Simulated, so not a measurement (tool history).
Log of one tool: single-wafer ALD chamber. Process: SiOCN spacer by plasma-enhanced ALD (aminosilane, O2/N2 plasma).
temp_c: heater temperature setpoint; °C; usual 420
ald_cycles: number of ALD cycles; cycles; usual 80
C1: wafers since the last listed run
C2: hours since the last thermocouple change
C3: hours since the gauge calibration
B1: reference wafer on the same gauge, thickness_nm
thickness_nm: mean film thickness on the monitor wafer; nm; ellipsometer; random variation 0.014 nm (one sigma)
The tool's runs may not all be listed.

{"run": 1, "hour": 0.0, "temp_c": 420, "ald_cycles": 80, "C1": 0, "C2": 554.8, "C3": 916.8, "B1": 5.291, "thickness_nm": 4.745}
{"run": 2, "hour": 49.1, "temp_c": 420, "ald_cycles": 80, "C1": 151, "C2": 603.9, "C3": 965.9, "B1": 5.297, "thickness_nm": 4.766}
{"run": 3, "hour": 105.3, "temp_c": 420, "ald_cycles": 80, "C1": 173, "C2": 660.1, "C3": 1022.1, "B1": 5.299, "thickness_nm": 4.77}
{"run": 4, "hour": 178.8, "temp_c": 420, "ald_cycles": 80, "C1": 226, "C2": 733.6, "C3": 1095.6, "B1": 5.302, "thickness_nm": 4.75}
{"run": 5, "hour": 260.4, "temp_c": 420, "ald_cycles": 80, "C1": 251, "C2": 815.2, "C3": 1177.2, "B1": 5.31, "thickness_nm": 4.787}
{"run": 6, "hour": 305.8, "temp_c": 420, "ald_cycles": 80, "C1": 140, "C2": 860.6, "C3": 1222.6, "B1": 5.315, "thickness_nm": 4.781}
{"run": 7, "hour": 394.7, "temp_c": 420, "ald_cycles": 80, "C1": 274, "C2": 949.5, "C3": 1311.5, "B1": 5.321, "thickness_nm": 4.754}
{"run": 8, "hour": 439.9, "temp_c": 420, "ald_cycles": 80, "C1": 139, "C2": 994.7, "C3": 1356.7, "B1": 5.324, "thickness_nm": 4.763}
{"run": 9, "hour": 546.1, "temp_c": 420, "ald_cycles": 68, "C1": 327, "C2": 1100.9, "C3": 1462.9, "B1": 5.331, "thickness_nm": 4.052}
{"run": 10, "hour": 611.2, "temp_c": 420, "ald_cycles": 68, "C1": 200, "C2": 1166.0, "C3": 1528.0, "B1": 5.332, "thickness_nm": 4.042}
{"hour": 670.2, "done": "thermocouple changed; heater temperature recalibrated"}
{"run": 11, "hour": 688.9, "temp_c": 420, "ald_cycles": 80, "C1": 214, "C2": 18.7, "C3": 1605.7, "B1": 5.338, "thickness_nm": 4.789}
{"run": 12, "hour": 751.1, "temp_c": 420, "ald_cycles": 80, "C1": 191, "C2": 80.9, "C3": 1667.9, "B1": 5.343, "thickness_nm": 4.797}
{"run": 13, "hour": 812.3, "temp_c": 429, "ald_cycles": 80, "C1": 188, "C2": 142.1, "C3": 1729.1, "B1": 5.344, "thickness_nm": 4.674}
{"run": 14, "hour": 908.7, "temp_c": 429, "ald_cycles": 80, "C1": 297, "C2": 238.5, "C3": 1825.5, "B1": 5.348, "thickness_nm": 4.679}
{"run": 15, "hour": 975.4, "temp_c": 420, "ald_cycles": 75, "C1": 205, "C2": 305.2, "C3": 1892.2, "B1": 5.357, "thickness_nm": 4.47}
{"hour": 1058.6, "done": "gauge calibrated"}
{"run": 16, "hour": 1213.7, "temp_c": 416, "ald_cycles": 80, "C1": 734, "C2": 543.5, "C3": 155.1, "B1": 5.24, "thickness_nm": 4.755}
{"run": 17, "hour": 1268.4, "temp_c": 420, "ald_cycles": 80, "C1": 168, "C2": 598.2, "C3": 209.8, "B1": 5.244, "thickness_nm": 4.69}
{"run": 18, "hour": 1327.7, "temp_c": 420, "ald_cycles": 80, "C1": 182, "C2": 657.5, "C3": 269.1, "B1": 5.248, "thickness_nm": 4.695}
{"run": 19, "hour": 1404.3, "temp_c": 429, "ald_cycles": 67, "C1": 236, "C2": 734.1, "C3": 345.7, "B1": 5.254, "thickness_nm": 3.853}

Run 20 comes next. What will it give?
{"run": 20, "hour": 1475.3, "temp_c": 425, "ald_cycles": 94, "C1": 218, "C2": 805.1, "C3": 416.7, "B1": "?", "thickness_nm": "?"}

Run 20 gave B1 5.257, thickness_nm 5.457 nm.
Without the tool's hidden state the same run would have given thickness_nm 5.428 nm.

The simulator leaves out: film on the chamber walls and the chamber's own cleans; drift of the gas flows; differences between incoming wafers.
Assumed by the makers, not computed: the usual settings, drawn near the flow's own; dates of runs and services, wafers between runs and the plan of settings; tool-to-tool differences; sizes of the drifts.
